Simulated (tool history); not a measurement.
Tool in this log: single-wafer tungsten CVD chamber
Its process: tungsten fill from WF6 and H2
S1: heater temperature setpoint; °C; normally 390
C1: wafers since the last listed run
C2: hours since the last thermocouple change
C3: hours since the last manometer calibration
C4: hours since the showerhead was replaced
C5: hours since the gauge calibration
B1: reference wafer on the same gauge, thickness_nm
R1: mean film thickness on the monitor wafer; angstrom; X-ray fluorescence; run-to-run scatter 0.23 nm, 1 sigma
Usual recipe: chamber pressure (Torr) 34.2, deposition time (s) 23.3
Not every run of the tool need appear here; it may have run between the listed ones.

Run 1, hour 0: usual settings; C1 0; C2 1678.4; C3 2490.1; C4 3547.4; C5 154.4; B1 53.7. Result: R1 513.59 angstrom.
At hour 3.2: gauge calibrated.
Run 2, hour 7.9: usual settings; C1 141; C2 1686.3; C3 2498; C4 3555.3; C5 4.7; B1 53.693. Result: R1 511.7 angstrom.
Run 3, hour 20.5: usual settings; C1 225; C2 1698.9; C3 2510.6; C4 3567.9; C5 17.3; B1 53.769. Result: R1 515.33 angstrom.
Run 4, hour 56.3: usual settings; C1 640; C2 1734.7; C3 2546.4; C4 3603.7; C5 53.1; B1 53.709. Result: R1 510.97 angstrom.
Run 5, hour 71.9: usual settings but S1 402 °C, chamber pressure (Torr) 28.8; C1 278; C2 1750.3; C3 2562; C4 3619.3; C5 68.7; B1 53.745. Result: R1 592.02 angstrom.
At hour 88.8: showerhead replaced.
Run 6, hour 89.3: usual settings; C1 168; C2 1767.7; C3 2579.4; C4 0.5; C5 86.1; B1 53.762. Result: R1 507.64 angstrom.
Run 7, hour 97.8: usual settings; C1 152; C2 1776.2; C3 2587.9; C4 9; C5 94.6; B1 53.675. Result: R1 511.13 angstrom.
At hour 113.8: capacitance manometer re-zeroed and calibrated.
Run 8, hour 114.3: usual settings; C1 152; C2 1792.7; C3 0.5; C4 25.5; C5 111.1; B1 53.662. Result: R1 507.03 angstrom.
Run 9, hour 124.5: usual settings but S1 397 °C, chamber pressure (Torr) 31.9; C1 182; C2 1802.9; C3 10.7; C4 35.7; C5 121.3; B1 53.696. Result: R1 567.35 angstrom.
At hour 143.6: thermocouple changed; heater temperature recalibrated.
Run 10, hour 144.1: usual settings but chamber pressure (Torr) 27; C1 207; C2 0.5; C3 30.3; C4 55.3; C5 140.9; B1 53.688. Result: R1 500.28 angstrom.
Run 11, hour 149.1: usual settings but S1 394 °C, chamber pressure (Torr) 37.9; C1 89; C2 5.5; C3 35.3; C4 60.3; C5 145.9; B1 53.764. Result: R1 681.65 angstrom.
At hour 157.6: gauge calibrated.
Run 12, hour 170.5: usual settings; C1 382; C2 26.9; C3 56.7; C4 81.7; C5 12.9; B1 53.803. Result: R1 585.84 angstrom.
Run 13, hour 185.3: usual settings but S1 386 °C, chamber pressure (Torr) 26.3, deposition time (s) 20.9; C1 264; C2 41.7; C3 71.5; C4 96.5; C5 27.7; B1 53.681. Result: R1 400.09 angstrom.
Run 14, hour 192.4: usual settings but S1 394 °C, chamber pressure (Torr) 28.9; C1 126; C2 48.8; C3 78.6; C4 103.6; C5 34.8; B1 53.735. Result: R1 568.09 angstrom.
Run 15, hour 203.3: usual settings but S1 384 °C, chamber pressure (Torr) 30.2, deposition time (s) 25; C1 194; C2 59.7; C3 89.5; C4 114.5; C5 45.7; B1 53.777. Result: R1 501.73 angstrom.
Run 16, hour 210.3: usual settings; C1 125; C2 66.7; C3 96.5; C4 121.5; C5 52.7; B1 53.737. Result: R1 577.6 angstrom.
Run 17, hour 225.9: usual settings but S1 401 °C, chamber pressure (Torr) 38.8, deposition time (s) 19.5; C1 278; C2 82.3; C3 112.1; C4 137.1; C5 68.3; B1 53.74. Result: R1 663.86 angstrom.
Run 18, hour 234.6: usual settings; C1 155; C2 91; C3 120.8; C4 145.8; C5 77; B1 53.677. Result: R1 580.44 angstrom.

Below are 3 alternative next runs, each starting from the tool's condition after run 18. Predict each:
Run A, hour 235: usual settings; C1 7; C2 91.4; C3 121.2; C4 146.2; C5 77.4; B1 ?. Result: R1 ?.
Run B, hour 235: usual settings but S1 381 °C, chamber pressure (Torr) 41.1, deposition time (s) 21.7; C1 7; C2 91.4; C3 121.2; C4 146.2; C5 77.4; B1 ?. Result: R1 ?.
Run C, hour 235: usual settings but deposition time (s) 24.6; C1 7; C2 91.4; C3 121.2; C4 146.2; C5 77.4; B1 ?. Result: R1 ?.

run      B1      R1
  A  53.702  579.12
  B  53.702  491.62
  C  53.702  611.58
With no hidden state in the tool, these same runs would have given:
run      R1
  A  591.62
  B  502.72
  C  624.78

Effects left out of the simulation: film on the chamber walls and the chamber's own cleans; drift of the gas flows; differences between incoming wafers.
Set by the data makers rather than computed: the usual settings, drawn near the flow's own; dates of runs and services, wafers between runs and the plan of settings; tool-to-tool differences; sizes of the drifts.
